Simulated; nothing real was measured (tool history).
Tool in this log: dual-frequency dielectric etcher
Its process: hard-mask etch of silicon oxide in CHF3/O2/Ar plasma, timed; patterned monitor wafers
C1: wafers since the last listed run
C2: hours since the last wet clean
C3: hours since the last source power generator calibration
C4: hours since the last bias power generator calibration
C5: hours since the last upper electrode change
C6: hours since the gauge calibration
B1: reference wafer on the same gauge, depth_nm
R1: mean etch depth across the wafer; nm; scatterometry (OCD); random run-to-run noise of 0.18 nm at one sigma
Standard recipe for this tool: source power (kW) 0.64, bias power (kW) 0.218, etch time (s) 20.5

Run 1, hour 0: usual settings; C1 0; C2 43.7; C3 3387.5; C4 4237.4; C5 2058.7; C6 324.9; B1 41.47. Result: R1 42.25 nm.
Run 2, hour 16.8: usual settings; C1 172; C2 60.5; C3 3404.3; C4 4254.2; C5 2075.5; C6 341.7; B1 41.5. Result: R1 42.36 nm.
Run 3, hour 47.4: usual settings; C1 314; C2 91.1; C3 3434.9; C4 4284.8; C5 2106.1; C6 372.3; B1 41.54. Result: R1 42.39 nm.
Run 4, hour 137.6: usual settings; C1 926; C2 181.3; C3 3525.1; C4 4375; C5 2196.3; C6 462.5; B1 41.67. Result: R1 42.55 nm.
Run 5, hour 163.8: usual settings; C1 268; C2 207.5; C3 3551.3; C4 4401.2; C5 2222.5; C6 488.7; B1 41.63. Result: R1 42.47 nm.
Run 6, hour 180.9: usual settings; C1 175; C2 224.6; C3 3568.4; C4 4418.3; C5 2239.6; C6 505.8; B1 41.7. Result: R1 42.92 nm.
Run 7, hour 201.4: usual settings but source power (kW) 0.6, etch time (s) 22; C1 210; C2 245.1; C3 3588.9; C4 4438.8; C5 2260.1; C6 526.3; B1 41.7. Result: R1 44.53 nm.
Run 8, hour 232.5: usual settings but source power (kW) 0.6, etch time (s) 22; C1 319; C2 276.2; C3 3620; C4 4469.9; C5 2291.2; C6 557.4; B1 41.72. Result: R1 44.68 nm.
Run 9, hour 261.3: usual settings; C1 295; C2 305; C3 3648.8; C4 4498.7; C5 2320; C6 586.2; B1 41.68. Result: R1 42.47 nm.
At hour 268.3: source power generator calibrated.
Run 10, hour 282.3: usual settings; C1 174; C2 326; C3 14; C4 4519.7; C5 2341; C6 607.2; B1 41.75. Result: R1 42.22 nm.
At hour 337.6: wet clean of the chamber.
Run 11, hour 380.2: usual settings; C1 758; C2 42.6; C3 111.9; C4 4617.6; C5 2438.9; C6 705.1; B1 41.79. Result: R1 42.56 nm.
At hour 496.4: upper electrode replaced.
Run 12, hour 496.9: usual settings but bias power (kW) 0.253, etch time (s) 16; C1 951; C2 159.3; C3 228.6; C4 4734.3; C5 0.5; C6 821.8; B1 41.84. Result: R1 35.76 nm.
At hour 505.3: bias power generator calibrated.
Run 13, hour 512.6: usual settings but etch time (s) 18; C1 120; C2 175; C3 244.3; C4 7.3; C5 16.2; C6 837.5; B1 41.93. Result: R1 37.54 nm.
Run 14, hour 607: usual settings but etch time (s) 15.5; C1 969; C2 269.4; C3 338.7; C4 101.7; C5 110.6; C6 931.9; B1 41.88. Result: R1 32.2 nm.
Run 15, hour 638.4: usual settings but source power (kW) 0.72; C1 322; C2 300.8; C3 370.1; C4 133.1; C5 142; C6 963.3; B1 41.89. Result: R1 44.5 nm.
At hour 676.9: wet clean of the chamber.
Run 16, hour 677.4: usual settings but source power (kW) 0.53, bias power (kW) 0.271, etch time (s) 18; C1 153; C2 0.5; C3 409.1; C4 172.1; C5 181; C6 1002.3; B1 42.01. Result: R1 38.71 nm.
Run 17, hour 687.1: usual settings but bias power (kW) 0.245, etch time (s) 26; C1 99; C2 10.2; C3 418.8; C4 181.8; C5 190.7; C6 1012; B1 41.93. Result: R1 57.4 nm.
Run 18, hour 713.8: usual settings but etch time (s) 16.5; C1 274; C2 36.9; C3 445.5; C4 208.5; C5 217.4; C6 1038.7; B1 41.95. Result: R1 34.43 nm.
Run 19, hour 727.1: usual settings; C1 136; C2 50.2; C3 458.8; C4 221.8; C5 230.7; C6 1052; B1 41.98. Result: R1 42.54 nm.
Run 20, hour 757.7: usual settings; C1 314; C2 80.8; C3 489.4; C4 252.4; C5 261.3; C6 1082.6; B1 41.95. Result: R1 42.95 nm.
At hour 766: gauge calibrated.
Run 21, hour 773.4: usual settings but source power (kW) 0.8, bias power (kW) 0.232, etch time (s) 22; C1 161; C2 96.5; C3 505.1; C4 268.1; C5 277; C6 7.4; B1 40.89. Result: R1 50.79 nm.
Run 22, hour 803: usual settings but source power (kW) 0.55, etch time (s) 26; C1 303; C2 126.1; C3 534.7; C4 297.7; C5 306.6; C6 37; B1 40.92. Result: R1 49.5 nm.
Run 23, hour 820.9: usual settings but source power (kW) 0.55, etch time (s) 17.5; C1 183; C2 144; C3 552.6; C4 315.6; C5 324.5; C6 54.9; B1 41.06. Result: R1 33.47 nm.
Run 24, hour 919.6: usual settings but source power (kW) 0.5, bias power (kW) 0.165, etch time (s) 18.5; C1 1013; C2 242.7; C3 651.3; C4 414.3; C5 423.2; C6 153.6; B1 41.27. Result: R1 29.57 nm.
Run 25, hour 941.6: usual settings but source power (kW) 0.55, bias power (kW) 0.242, etch time (s) 17.5; C1 225; C2 264.7; C3 673.3; C4 436.3; C5 445.2; C6 175.6; B1 41.31. Result: R1 35.59 nm.
Run 26, hour 966.8: usual settings but source power (kW) 0.58; C1 258; C2 289.9; C3 698.5; C4 461.5; C5 470.4; C6 200.8; B1 41.39. Result: R1 40.19 nm.
Run 27, hour 1013.6: usual settings but bias power (kW) 0.245, etch time (s) 19; C1 480; C2 336.7; C3 745.3; C4 508.3; C5 517.2; C6 247.6; B1 41.4. Result: R1 41.69 nm.
Run 28, hour 1045.8: usual settings but source power (kW) 0.75, bias power (kW) 0.237, etch time (s) 16.5; C1 330; C2 368.9; C3 777.5; C4 540.5; C5 549.4; C6 279.8; B1 41.46. Result: R1 38.01 nm.
Run 29, hour 1071.7: usual settings but source power (kW) 0.74, bias power (kW) 0.177, etch time (s) 15; C1 265; C2 394.8; C3 803.4; C4 566.4; C5 575.3; C6 305.7; B1 41.48. Result: R1 29.66 nm.
At hour 1109.2: wet clean of the chamber.
Run 30, hour 1109.7: usual settings; C1 143; C2 0.5; C3 841.4; C4 604.4; C5 613.3; C6 343.7; B1 41.61. Result: R1 42.5 nm.

Hidden state, per run?
etch rate over this chamber's usual, %: 0 at every run
source power that arrives over what is set, %: 0 at every run
bias power that arrives over what is set, %: 0 at every run
H1: gauge reads high (%)
run      H1
  1    1.38
  2    1.44
  3    1.53
  4    1.78
  5    1.84
  6    1.88
  7    1.93
  8    1.99
  9    2.05
 10    2.08
 11    2.24
 12    2.38
 13    2.39
 14    2.48
 15     2.5
 16    2.53
 17    2.54
 18    2.55
 19    2.56
 20    2.58
 21  0.0322
 22   0.239
 23   0.357
 24   0.927
 25    1.04
 26    1.16
 27    1.36
 28    1.48
 29    1.58
 30    1.71
